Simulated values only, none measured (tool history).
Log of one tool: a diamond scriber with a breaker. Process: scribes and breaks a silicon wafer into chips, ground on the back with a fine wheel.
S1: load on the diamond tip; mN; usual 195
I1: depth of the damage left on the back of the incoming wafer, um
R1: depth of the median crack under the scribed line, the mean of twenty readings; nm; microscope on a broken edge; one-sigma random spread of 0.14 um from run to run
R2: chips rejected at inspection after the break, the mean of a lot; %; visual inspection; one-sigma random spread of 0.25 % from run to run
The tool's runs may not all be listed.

{"run": 1, "hour": 0.0, "S1": 195, "I1": 2.06, "R1": 8790, "R2": 2.76}
{"hour": 33.1, "done": "diamond tip replaced by a new one"}
{"run": 2, "hour": 59.5, "S1": 195, "I1": 2.03, "R1": 9110, "R2": 2.61}
{"run": 3, "hour": 127.2, "S1": 222, "I1": 2.74, "R1": 9870, "R2": 4.59}
{"run": 4, "hour": 193.8, "S1": 222, "I1": 2.41, "R1": 9720, "R2": 4.16}
{"run": 5, "hour": 245.0, "S1": 222, "I1": 2.9, "R1": 9370, "R2": 5.01}
{"run": 6, "hour": 303.6, "S1": 168, "I1": 2.22, "R1": 7930, "R2": 4.37}
{"run": 7, "hour": 348.7, "S1": 195, "I1": 1.66, "R1": 8990, "R2": 2.03}
{"run": 8, "hour": 419.3, "S1": 195, "I1": 2.83, "R1": 8650, "R2": 4.86}
{"run": 9, "hour": 456.6, "S1": 195, "I1": 2.49, "R1": 8870, "R2": 3.73}
{"run": 10, "hour": 523.6, "S1": 195, "I1": 2.61, "R1": 8760, "R2": 3.77}
{"hour": 583.3, "done": "load on the tip recalibrated"}
{"run": 11, "hour": 593.7, "S1": 195, "I1": 2.78, "R1": 7940, "R2": 7.54}
{"run": 12, "hour": 651.8, "S1": 195, "I1": 1.89, "R1": 8000, "R2": 4.05}
{"run": 13, "hour": 691.7, "S1": 195, "I1": 2.75, "R1": 7830, "R2": 6.33}
{"run": 14, "hour": 729.4, "S1": 170, "I1": 2.63, "R1": 7350, "R2": 8.47}
{"run": 15, "hour": 781.5, "S1": 170, "I1": 2.46, "R1": 7480, "R2": 8.88}
{"hour": 796.0, "done": "diamond tip replaced by a new one"}
{"run": 16, "hour": 813.7, "S1": 195, "I1": 2.49, "R1": 8440, "R2": 3.86}
{"run": 17, "hour": 852.6, "S1": 195, "I1": 2.82, "R1": 8450, "R2": 5.67}
{"run": 18, "hour": 881.3, "S1": 195, "I1": 2.96, "R1": 8480, "R2": 6.02}
{"run": 19, "hour": 932.1, "S1": 164, "I1": 2.12, "R1": 7310, "R2": 5.44}
{"run": 20, "hour": 980.8, "S1": 174, "I1": 1.7, "R1": 7870, "R2": 4.51}
{"run": 21, "hour": 1029.5, "S1": 195, "I1": 2.39, "R1": 8170, "R2": 4.51}
{"run": 22, "hour": 1081.8, "S1": 244, "I1": 2.3, "R1": 9140, "R2": 3.49}
{"run": 23, "hour": 1108.4, "S1": 162, "I1": 2.75, "R1": 7260, "R2": 10.46}
{"run": 24, "hour": 1139.9, "S1": 227, "I1": 1.59, "R1": 8950, "R2": 2.01}
{"run": 25, "hour": 1207.6, "S1": 252, "I1": 2.24, "R1": 9120, "R2": 3.83}
{"run": 26, "hour": 1274.0, "S1": 140, "I1": 2.89, "R1": 6880, "R2": 14.98}
{"run": 27, "hour": 1298.1, "S1": 225, "I1": 1.79, "R1": 8880, "R2": 2.22}
{"run": 28, "hour": 1352.0, "S1": 158, "I1": 2.4, "R1": 7440, "R2": 8.16}
{"run": 29, "hour": 1392.0, "S1": 195, "I1": 2.33, "R1": 8020, "R2": 4.7}
{"run": 30, "hour": 1449.1, "S1": 153, "I1": 2.88, "R1": 7370, "R2": 12.71}
{"run": 31, "hour": 1476.2, "S1": 195, "I1": 2.86, "R1": 8120, "R2": 6.1}
{"run": 32, "hour": 1509.8, "S1": 247, "I1": 1.83, "R1": 9270, "R2": 2.88}
{"hour": 1516.1, "done": "diamond tip replaced by a new one"}
{"run": 33, "hour": 1542.7, "S1": 177, "I1": 1.82, "R1": 8540, "R2": 2.66}
{"run": 34, "hour": 1612.3, "S1": 175, "I1": 2.78, "R1": 8110, "R2": 6.2}
{"run": 35, "hour": 1671.0, "S1": 195, "I1": 2.35, "R1": 8560, "R2": 3.42}
{"run": 36, "hour": 1704.7, "S1": 176, "I1": 2.41, "R1": 8160, "R2": 4.73}
{"run": 37, "hour": 1742.6, "S1": 142, "I1": 2.01, "R1": 7210, "R2": 6.76}
{"run": 38, "hour": 1777.5, "S1": 228, "I1": 1.75, "R1": 9590, "R2": 3.08}

What would each run have given without the hidden state, its run-to-run variation left as it was?
Hidden state at play: share of the diamond tip's cutting effectiveness lost through wear, %; deviation of the load on the tip from its setpoint, %.
run=1 R1=9140 R2=2.5
run=2 R1=8650 R2=2.49
run=3 R1=9550 R2=4.2
run=4 R1=9530 R2=3.88
run=5 R1=9250 R2=4.89
run=6 R1=7880 R2=4.52
run=7 R1=8960 R2=2.04
run=8 R1=8650 R2=4.86
run=9 R1=8880 R2=3.73
run=10 R1=8770 R2=3.77
run=11 R1=8850 R2=4.99
run=12 R1=8900 R2=2.51
run=13 R1=8710 R2=4.25
run=14 R1=8160 R2=4.94
run=15 R1=8290 R2=5.1
run=16 R1=8600 R2=3.71
run=17 R1=8710 R2=5.24
run=18 R1=8810 R2=5.43
run=19 R1=7680 R2=4.04
run=20 R1=8330 R2=3.13
run=21 R1=8690 R2=3.68
run=22 R1=9780 R2=4.64
run=23 R1=7780 R2=7.37
run=24 R1=9610 R2=2.66
run=25 R1=9810 R2=5.48
run=26 R1=7400 R2=10.69
run=27 R1=9540 R2=2.76
run=28 R1=8000 R2=5.45
run=29 R1=8610 R2=3.68
run=30 R1=7890 R2=9.07
run=31 R1=8690 R2=4.9
run=32 R1=9910 R2=4.27
run=33 R1=8380 R2=2.9
run=34 R1=8110 R2=6.2
run=35 R1=8670 R2=3.34
run=36 R1=8300 R2=4.35
run=37 R1=7370 R2=5.89
run=38 R1=9840 R2=3.53
